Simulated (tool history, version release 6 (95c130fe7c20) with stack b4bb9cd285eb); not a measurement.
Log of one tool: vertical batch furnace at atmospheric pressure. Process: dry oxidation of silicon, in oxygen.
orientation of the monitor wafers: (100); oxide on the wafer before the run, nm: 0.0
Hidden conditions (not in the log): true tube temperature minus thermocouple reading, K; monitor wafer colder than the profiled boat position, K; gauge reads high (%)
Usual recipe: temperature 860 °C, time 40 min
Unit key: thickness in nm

run,hour,temperature,time,wafers since the last listed run,hours since the last temperature calibration,hours since the boat lift was adjusted,hours since the gauge calibration,"read-back reference wafer on the same gauge, thickness",thickness
1,0,860,40,0,941,1822.4,754,10.19,8.82
2,103.2,860,40,1225,1044.2,1925.6,857.2,10.21,8.88
3,184.7,860,40,967,1125.7,2007.1,938.7,10.21,8.84
4,279.2,860,40,1122,1220.2,2101.6,1033.2,10.2,8.82
5,336.8,840,44.5,683,1277.8,2159.2,1090.8,10.2,7.44
6,402,840,44.5,774,1343,2224.4,1156,10.2,7.46
7,449.5,840,44.5,564,1390.5,2271.9,1203.5,10.19,7.45
8,544.5,860,40,1128,1485.5,2366.9,1298.5,10.21,8.81
9,623.2,860,40,934,1564.2,2445.6,1377.2,10.2,8.81
10,708.7,840,31.5,1015,1649.7,2531.1,1462.7,10.21,5.79
11,747.4,840,31.5,459,1688.4,2569.8,1501.4,10.2,5.77
12,822.4,840,31.5,890,1763.4,2644.8,1576.4,10.2,5.79
13,919.7,860,40,1155,1860.7,2742.1,1673.7,10.2,8.78
14,975.3,860,40,660,1916.3,2797.7,1729.3,10.21,8.78
15,1072.3,860,40,1151,2013.3,2894.7,1826.3,10.2,8.78
# hour 1180.6: thermocouples replaced and temperature profile calibrated
16,1181.1,860,40,1006,0.5,3003.5,1935.1,10.19,8.77
17,1235.5,860,40,645,54.9,3057.9,1989.5,10.2,8.79
18,1280.7,846,33.5,536,100.1,3103.1,2034.7,10.21,6.49
19,1376.5,872,26,1137,195.9,3198.9,2130.5,10.21,7.42
20,1457.1,868,40,957,276.5,3279.5,2211.1,10.2,9.67
21,1543.9,848,30.5,1030,363.3,3366.3,2297.9,10.2,6.21
# hour 1599.1: gauge calibrated
# hour 1606.8: boat lift adjusted
22,1630.3,860,24,740,449.7,23.5,31.2,10.2,6.26
23,1940.9,860,40,3688,760.3,334.1,341.8,10.19,8.96
24,2100.1,884,56.5,1890,919.5,493.3,501,10.2,14.99
25,2166.9,852,25.5,793,986.3,560.1,567.8,10.22,5.9
26,2206.4,860,40,469,1025.8,599.6,607.3,10.2,8.94
27,2294.5,860,40,1046,1113.9,687.7,695.4,10.2,8.93
28,2360.7,835,47,786,1180.1,753.9,761.6,10.2,7.36
29,2423.2,860,40,742,1242.6,816.4,824.1,10.19,8.91
30,2515.3,860,40,1093,1334.7,908.5,916.2,10.19,8.96
31,2761.2,836,30,2919,1580.6,1154.4,1162.1,10.2,5.37
32,2828.8,841,31,802,1648.2,1222,1229.7,10.2,5.86
33,2926.3,860,40,1157,1745.7,1319.5,1327.2,10.18,8.89
34,3016.3,838,56.5,1068,1835.7,1409.5,1417.2,10.21,8.67

Pick out some run-to-run changes in thickness. Of each, how much would a tool without hidden state show as well, from the settings, what came in and chance, and how much is left for the hidden state and any gauge scatter not in both results compared?
Run 9 -> 10: temperature 860 -> 840, time 40 -> 31.5. thickness -3.02 nm: hidden state +0.07, all else -3.09.
Run 20 -> 21: temperature 868 -> 848, time 40 -> 30.5. thickness -3.46 nm: hidden state +0.08, all else -3.54.
Run 21 -> 22: temperature 848 -> 860, time 30.5 -> 24, gauge calibrated, boat lift adjusted. thickness +0.05 nm: hidden state +0.18, all else -0.13.
Run 23 -> 24: temperature 860 -> 884, time 40 -> 56.5. thickness +6.03 nm: hidden state -0.05, all else +6.08.
Run 24 -> 25: temperature 884 -> 852, time 56.5 -> 25.5. thickness -9.09 nm: hidden state +0.06, all else -9.15.
Run 30 -> 31: temperature 860 -> 836, time 40 -> 30. thickness -3.59 nm: hidden state +0.02, all else -3.61.
